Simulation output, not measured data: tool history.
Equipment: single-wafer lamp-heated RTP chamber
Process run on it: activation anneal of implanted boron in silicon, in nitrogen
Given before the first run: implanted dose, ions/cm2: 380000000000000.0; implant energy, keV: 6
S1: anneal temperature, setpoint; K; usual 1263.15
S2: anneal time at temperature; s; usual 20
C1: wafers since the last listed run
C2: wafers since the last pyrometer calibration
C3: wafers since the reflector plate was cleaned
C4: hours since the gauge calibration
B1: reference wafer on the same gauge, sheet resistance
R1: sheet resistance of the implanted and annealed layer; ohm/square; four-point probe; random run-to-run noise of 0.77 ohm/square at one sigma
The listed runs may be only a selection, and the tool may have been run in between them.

Run 1, hour 0.0: usual settings; C1 0; C2 207; C3 3283; C4 50.6; B1 296.85. Result: R1 329.56 ohm/square.
Run 2, hour 57.7: usual settings; C1 768; C2 976; C3 4051; C4 108.3; B1 296.87. Result: R1 329.59 ohm/square.
Run 3, hour 109.0: usual settings but S1 1281.15 K, S2 13 s; C1 682; C2 1659; C3 4734; C4 159.6; B1 297.00. Result: R1 326.66 ohm/square.
Run 4, hour 139.3: usual settings but S1 1281.15 K, S2 13 s; C1 403; C2 2062; C3 5138; C4 189.9; B1 296.80. Result: R1 327.04 ohm/square.
Run 5, hour 203.0: usual settings but S1 1281.15 K, S2 13 s; C1 848; C2 2910; C3 5986; C4 253.6; B1 296.84. Result: R1 325.87 ohm/square.
Run 6, hour 260.9: usual settings but S1 1269.15 K; C1 770; C2 3681; C3 6757; C4 311.5; B1 296.91. Result: R1 326.00 ohm/square.
At hour 262.1: gauge calibrated.
Run 7, hour 305.1: usual settings but S1 1269.15 K; C1 588; C2 4269; C3 7345; C4 43.0; B1 297.14. Result: R1 326.03 ohm/square.
At hour 317.9: pyrometer window cleaned and pyrometer calibrated.
Run 8, hour 357.5: usual settings but S1 1237.15 K, S2 13 s; C1 591; C2 526; C3 7936; C4 95.4; B1 297.03. Result: R1 351.84 ohm/square.
Run 9, hour 416.0: usual settings but S1 1288.15 K, S2 25 s; C1 778; C2 1305; C3 8715; C4 153.9; B1 297.01. Result: R1 322.62 ohm/square.
Run 10, hour 471.5: usual settings but S1 1292.15 K, S2 10 s; C1 738; C2 2044; C3 9454; C4 209.4; B1 296.97. Result: R1 326.14 ohm/square.
At hour 513.7: reflector plate cleaned.
Run 11, hour 518.3: usual settings; C1 516; C2 2560; C3 61; C4 256.2; B1 297.06. Result: R1 328.61 ohm/square.
Run 12, hour 566.9: usual settings but S1 1251.15 K; C1 647; C2 3207; C3 708; C4 304.8; B1 296.91. Result: R1 331.57 ohm/square.
Run 13, hour 621.8: usual settings; C1 730; C2 3938; C3 1439; C4 359.7; B1 297.16. Result: R1 327.61 ohm/square.
At hour 631.2: gauge calibrated.
Run 14, hour 646.6: usual settings but S1 1247.15 K, S2 11 s; C1 330; C2 4268; C3 1769; C4 15.4; B1 297.09. Result: R1 336.16 ohm/square.
At hour 654.8: pyrometer window cleaned and pyrometer calibrated.
Run 15, hour 673.2: usual settings but S1 1236.15 K, S2 8 s; C1 247; C2 244; C3 2017; C4 42.0; B1 297.03. Result: R1 359.90 ohm/square.

What would each run have given without the hidden state, its run-to-run variation left as it was?
Unlogged tool condition in this case: true wafer temperature minus pyrometer reading, K; wafer temperature error from the tarnished reflector plate, K; gauge reads high (%).
run      R1
  1  330.38
  2  331.13
  3  327.68
  4  328.20
  5  327.33
  6  328.91
  7  329.25
  8  356.34
  9  323.35
 10  326.82
 11  331.55
 12  337.25
 13  331.53
 14  345.99
 15  362.95

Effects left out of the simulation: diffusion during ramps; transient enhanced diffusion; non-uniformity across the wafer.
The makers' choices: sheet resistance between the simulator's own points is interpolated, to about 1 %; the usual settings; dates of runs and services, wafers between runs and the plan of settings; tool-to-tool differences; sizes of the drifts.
